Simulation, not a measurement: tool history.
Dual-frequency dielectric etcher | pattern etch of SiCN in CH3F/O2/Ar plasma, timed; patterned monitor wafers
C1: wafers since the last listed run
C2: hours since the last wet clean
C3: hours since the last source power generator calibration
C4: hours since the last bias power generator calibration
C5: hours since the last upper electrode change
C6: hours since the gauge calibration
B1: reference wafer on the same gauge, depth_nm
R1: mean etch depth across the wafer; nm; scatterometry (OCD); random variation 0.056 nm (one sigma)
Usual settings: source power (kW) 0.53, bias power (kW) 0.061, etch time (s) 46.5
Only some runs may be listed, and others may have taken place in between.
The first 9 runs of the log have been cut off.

{"run": 10, "hour": 1008.1, "source power (kW)": 0.53, "bias power (kW)": 0.061, "etch time (s)": 46.5, "C1": 1810, "C2": 321.1, "C3": 3708.6, "C4": 842.8, "C5": 4109.1, "C6": 2182.4, "B1": 16.61, "R1": 18.03}
{"run": 11, "hour": 1075.9, "source power (kW)": 0.53, "bias power (kW)": 0.061, "etch time (s)": 46.5, "C1": 1316, "C2": 388.9, "C3": 3776.4, "C4": 910.6, "C5": 4176.9, "C6": 2250.2, "B1": 16.61, "R1": 17.93}
{"run": 12, "hour": 1152.6, "source power (kW)": 0.53, "bias power (kW)": 0.061, "etch time (s)": 46.5, "C1": 1489, "C2": 465.6, "C3": 3853.1, "C4": 987.3, "C5": 4253.6, "C6": 2326.9, "B1": 16.59, "R1": 18.17}
{"hour": 1204.1, "done": "wet clean of the chamber"}
{"run": 13, "hour": 1207.3, "source power (kW)": 0.53, "bias power (kW)": 0.073, "etch time (s)": 46.5, "C1": 596, "C2": 3.2, "C3": 3907.8, "C4": 1042, "C5": 4308.3, "C6": 2381.6, "B1": 16.61, "R1": 18.58}
{"run": 14, "hour": 1254.5, "source power (kW)": 0.41, "bias power (kW)": 0.049, "etch time (s)": 34, "C1": 916, "C2": 50.4, "C3": 3955, "C4": 1089.2, "C5": 4355.5, "C6": 2428.8, "B1": 16.61, "R1": 11.05}
{"hour": 1268.6, "done": "gauge calibrated"}
{"run": 15, "hour": 1297.7, "source power (kW)": 0.48, "bias power (kW)": 0.047, "etch time (s)": 56.5, "C1": 839, "C2": 93.6, "C3": 3998.2, "C4": 1132.4, "C5": 4398.7, "C6": 29.1, "B1": 16.59, "R1": 19.64}
{"run": 16, "hour": 1356.7, "source power (kW)": 0.53, "bias power (kW)": 0.061, "etch time (s)": 46.5, "C1": 1145, "C2": 152.6, "C3": 4057.2, "C4": 1191.4, "C5": 4457.7, "C6": 88.1, "B1": 16.59, "R1": 17.81}
{"run": 17, "hour": 1437.1, "source power (kW)": 0.53, "bias power (kW)": 0.075, "etch time (s)": 39.5, "C1": 1561, "C2": 233, "C3": 4137.6, "C4": 1271.8, "C5": 4538.1, "C6": 168.5, "B1": 16.6, "R1": 16.07}
{"hour": 1544.7, "done": "source power generator calibrated"}
{"run": 18, "hour": 1647.8, "source power (kW)": 0.43, "bias power (kW)": 0.049, "etch time (s)": 46.5, "C1": 4014, "C2": 443.7, "C3": 103.1, "C4": 1482.5, "C5": 4748.8, "C6": 379.2, "B1": 16.6, "R1": 15.98}
{"hour": 1740.8, "done": "upper electrode replaced"}
{"run": 19, "hour": 1741.3, "source power (kW)": 0.53, "bias power (kW)": 0.061, "etch time (s)": 46.5, "C1": 1349, "C2": 537.2, "C3": 196.6, "C4": 1576, "C5": 0.5, "C6": 472.7, "B1": 16.61, "R1": 18.4}
{"hour": 1785.8, "done": "bias power generator calibrated"}
{"hour": 1836.9, "done": "wet clean of the chamber"}
{"run": 20, "hour": 1837.4, "source power (kW)": 0.53, "bias power (kW)": 0.07, "etch time (s)": 46.5, "C1": 1322, "C2": 0.5, "C3": 292.7, "C4": 51.6, "C5": 96.6, "C6": 568.8, "B1": 16.6, "R1": 18.84}
{"run": 21, "hour": 1887.3, "source power (kW)": 0.53, "bias power (kW)": 0.061, "etch time (s)": 46.5, "C1": 969, "C2": 50.4, "C3": 342.6, "C4": 101.5, "C5": 146.5, "C6": 618.7, "B1": 16.59, "R1": 18.14}
{"run": 22, "hour": 1984.5, "source power (kW)": 0.53, "bias power (kW)": 0.054, "etch time (s)": 52.5, "C1": 1887, "C2": 147.6, "C3": 439.8, "C4": 198.7, "C5": 243.7, "C6": 715.9, "B1": 16.6, "R1": 19.97}
{"run": 23, "hour": 2044.1, "source power (kW)": 0.64, "bias power (kW)": 0.069, "etch time (s)": 53.5, "C1": 1157, "C2": 207.2, "C3": 499.4, "C4": 258.3, "C5": 303.3, "C6": 775.5, "B1": 16.6, "R1": 23.45}
{"run": 24, "hour": 2101.2, "source power (kW)": 0.53, "bias power (kW)": 0.061, "etch time (s)": 46.5, "C1": 1108, "C2": 264.3, "C3": 556.5, "C4": 315.4, "C5": 360.4, "C6": 832.6, "B1": 16.59, "R1": 18.26}
{"run": 25, "hour": 2142.1, "source power (kW)": 0.53, "bias power (kW)": 0.052, "etch time (s)": 46.5, "C1": 794, "C2": 305.2, "C3": 597.4, "C4": 356.3, "C5": 401.3, "C6": 873.5, "B1": 16.58, "R1": 17.63}
{"run": 26, "hour": 2243.9, "source power (kW)": 0.53, "bias power (kW)": 0.071, "etch time (s)": 46.5, "C1": 1977, "C2": 407, "C3": 699.2, "C4": 458.1, "C5": 503.1, "C6": 975.3, "B1": 16.6, "R1": 19.07}
{"run": 27, "hour": 2284.9, "source power (kW)": 0.53, "bias power (kW)": 0.075, "etch time (s)": 46.5, "C1": 796, "C2": 448, "C3": 740.2, "C4": 499.1, "C5": 544.1, "C6": 1016.3, "B1": 16.59, "R1": 19.35}
{"run": 28, "hour": 2327.6, "source power (kW)": 0.53, "bias power (kW)": 0.061, "etch time (s)": 46.5, "C1": 829, "C2": 490.7, "C3": 782.9, "C4": 541.8, "C5": 586.8, "C6": 1059, "B1": 16.61, "R1": 18.37}
{"hour": 2367.9, "done": "wet clean of the chamber"}
{"run": 29, "hour": 2430.9, "source power (kW)": 0.53, "bias power (kW)": 0.054, "etch time (s)": 52.5, "C1": 1540, "C2": 63, "C3": 886.2, "C4": 645.1, "C5": 690.1, "C6": 1162.3, "B1": 16.6, "R1": 19.85}
{"run": 30, "hour": 2480.7, "source power (kW)": 0.53, "bias power (kW)": 0.061, "etch time (s)": 46.5, "C1": 967, "C2": 112.8, "C3": 936, "C4": 694.9, "C5": 739.9, "C6": 1212.1, "B1": 16.61, "R1": 18.17}

Each row is a separate what-if for the run after 30, all from the same tool condition, not one after another. Results?
{"run": "A", "hour": 2481.1, "source power (kW)": 0.53, "bias power (kW)": 0.061, "etch time (s)": 46.5, "C1": 7, "C2": 113.2, "C3": 936.4, "C4": 695.3, "C5": 740.3, "C6": 1212.5, "B1": "?", "R1": "?"}
{"run": "B", "hour": 2481.1, "source power (kW)": 0.53, "bias power (kW)": 0.071, "etch time (s)": 42.5, "C1": 7, "C2": 113.2, "C3": 936.4, "C4": 695.3, "C5": 740.3, "C6": 1212.5, "B1": "?", "R1": "?"}
{"run": "C", "hour": 2481.1, "source power (kW)": 0.53, "bias power (kW)": 0.056, "etch time (s)": 38.5, "C1": 7, "C2": 113.2, "C3": 936.4, "C4": 695.3, "C5": 740.3, "C6": 1212.5, "B1": "?", "R1": "?"}

run=A B1=16.61 R1=18.16
run=B B1=16.61 R1=17.24
run=C B1=16.61 R1=14.73
With the hidden condition removed and each run's random variation left untouched, the same runs would have given:
run=A R1=18.13
run=B R1=17.21
run=C R1=14.7
